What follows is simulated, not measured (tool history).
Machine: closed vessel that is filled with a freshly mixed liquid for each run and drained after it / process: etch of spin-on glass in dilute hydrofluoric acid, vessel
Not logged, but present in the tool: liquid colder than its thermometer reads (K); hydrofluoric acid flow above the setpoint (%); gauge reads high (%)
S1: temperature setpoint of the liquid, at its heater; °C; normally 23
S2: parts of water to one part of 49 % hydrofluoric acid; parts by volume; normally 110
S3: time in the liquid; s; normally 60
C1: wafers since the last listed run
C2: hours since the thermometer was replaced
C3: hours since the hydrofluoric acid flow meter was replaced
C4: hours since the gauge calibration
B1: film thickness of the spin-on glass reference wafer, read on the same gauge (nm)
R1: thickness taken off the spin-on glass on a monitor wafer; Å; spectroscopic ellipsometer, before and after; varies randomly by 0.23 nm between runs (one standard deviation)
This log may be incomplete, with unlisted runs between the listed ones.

run 1 day=0 | S1=23 S2=80 S3=85 | C1=0 C2=1293.2 C3=143.3 C4=1.7 | B1=69.97 | R1=604.1
run 2 day=1.154 | S1=23 S2=80 S3=85 | C1=2465 C2=1320.9 C3=171 C4=29.4 | B1=69.98 | R1=600.7
run 3 day=1.725 | S1=23 S2=110 S3=60 | C1=1219 C2=1334.6 C3=184.7 C4=43.1 | B1=70.01 | R1=299.5
run 4 day=2.304 | S1=23 S2=110 S3=60 | C1=1237 C2=1348.5 C3=198.6 C4=57 | B1=69.99 | R1=296.7
run 5 day=3.133 | S1=23 S2=110 S3=60 | C1=1771 C2=1368.4 C3=218.5 C4=76.9 | B1=70 | R1=292.2
run 6 day=3.812 | S1=25.5 S2=110 S3=50 | C1=1451 C2=1384.7 C3=234.8 C4=93.2 | B1=70.05 | R1=271.9
run 7 day=5.267 | S1=25.5 S2=110 S3=50 | C1=3106 C2=1419.6 C3=269.7 C4=128.1 | B1=69.93 | R1=273.3
run 8 day=8.458 | S1=25.5 S2=110 S3=50 | C1=6819 C2=1496.2 C3=346.3 C4=204.7 | B1=69.98 | R1=271.2
-- day=9.333 thermometer replaced
-- day=9.654 gauge calibrated
run 9 day=10.317 | S1=23 S2=110 S3=60 | C1=3881 C2=23.6 C3=390.9 C4=15.9 | B1=70.01 | R1=324.4

Predict the results of run 10:
run 10 day=11.442 | S1=20.5 S2=125 S3=45 | C1=2403 C2=50.6 C3=417.9 C4=42.9 | B1=? | R1=?

B1: 70
R1: 190.7 Å
Had the tool carried no hidden state, the very same run would have given R1 192.8 Å.
